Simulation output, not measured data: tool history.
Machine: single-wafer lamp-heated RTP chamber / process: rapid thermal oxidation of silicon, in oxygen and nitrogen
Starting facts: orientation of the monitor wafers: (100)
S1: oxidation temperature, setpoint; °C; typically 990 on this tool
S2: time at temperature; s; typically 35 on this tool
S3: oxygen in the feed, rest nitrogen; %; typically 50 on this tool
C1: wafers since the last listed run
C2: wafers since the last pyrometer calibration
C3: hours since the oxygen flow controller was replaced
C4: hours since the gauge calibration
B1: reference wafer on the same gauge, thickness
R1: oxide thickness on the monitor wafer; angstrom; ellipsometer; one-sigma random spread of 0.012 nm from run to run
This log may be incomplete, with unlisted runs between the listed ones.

run 1 day=0 | S1=990 S2=35 S3=50 | C1=0 C2=3463 C3=4115.9 C4=61.8 | B1=4.425 | R1=38.44
run 2 day=1.592 | S1=990 S2=35 S3=50 | C1=336 C2=3800 C3=4154.1 C4=100 | B1=4.431 | R1=38.64
run 3 day=3.1 | S1=990 S2=35 S3=50 | C1=319 C2=4120 C3=4190.3 C4=136.2 | B1=4.432 | R1=38.34
run 4 day=4.288 | S1=990 S2=27 S3=50 | C1=251 C2=4371 C3=4218.8 C4=164.7 | B1=4.436 | R1=35.33
run 5 day=7.042 | S1=990 S2=27 S3=50 | C1=583 C2=4954 C3=4284.9 C4=230.8 | B1=4.426 | R1=35.27
run 6 day=9.233 | S1=990 S2=25 S3=50 | C1=463 C2=5418 C3=4337.5 C4=283.4 | B1=4.429 | R1=34.6
run 7 day=11.375 | S1=990 S2=25 S3=50 | C1=453 C2=5871 C3=4388.9 C4=334.8 | B1=4.427 | R1=34.63
-- day=13.942 gauge calibrated
run 8 day=18.088 | S1=990 S2=35 S3=50 | C1=1420 C2=7292 C3=4550 C4=99.5 | B1=4.432 | R1=39.13
-- day=18.942 oxygen flow controller replaced
run 9 day=20.146 | S1=1009 S2=20 S3=76 | C1=365 C2=7658 C3=28.9 C4=148.9 | B1=4.43 | R1=40.56
-- day=20.875 pyrometer window cleaned and pyrometer calibrated
run 10 day=22.8 | S1=990 S2=35 S3=50 | C1=491 C2=407 C3=92.6 C4=212.6 | B1=4.43 | R1=37.91
run 11 day=24.388 | S1=974 S2=35 S3=50 | C1=336 C2=743 C3=130.7 C4=250.7 | B1=4.433 | R1=34.41
run 12 day=26.525 | S1=990 S2=35 S3=64 | C1=452 C2=1196 C3=182 C4=302 | B1=4.432 | R1=40.89
run 13 day=28.717 | S1=1004 S2=41 S3=32 | C1=463 C2=1660 C3=234.6 C4=354.6 | B1=4.43 | R1=38.71
-- day=29.554 gauge calibrated
run 14 day=30.088 | S1=980 S2=21 S3=50 | C1=290 C2=1950 C3=267.5 C4=12.8 | B1=4.429 | R1=30.44
run 15 day=31.092 | S1=1014 S2=45 S3=50 | C1=212 C2=2163 C3=291.6 C4=36.9 | B1=4.432 | R1=49.33

What if the next run were any one of these 3? Each begins from the tool's condition after run 15:
run A day=31.108 | S1=990 S2=52 S3=50 | C1=3 C2=2166 C3=292 C4=37.3 | B1=? | R1=?
run B day=31.108 | S1=999 S2=27 S3=76 | C1=3 C2=2166 C3=292 C4=37.3 | B1=? | R1=?
run C day=31.108 | S1=964 S2=35 S3=50 | C1=3 C2=2166 C3=292 C4=37.3 | B1=? | R1=?

run=A B1=4.428 R1=44.53
run=B B1=4.428 R1=41.57
run=C B1=4.428 R1=32.88
Take away the tool's hidden state, keep each run's random variation, and the runs would have read:
run=A R1=43.64
run=B R1=40.75
run=C R1=32.36
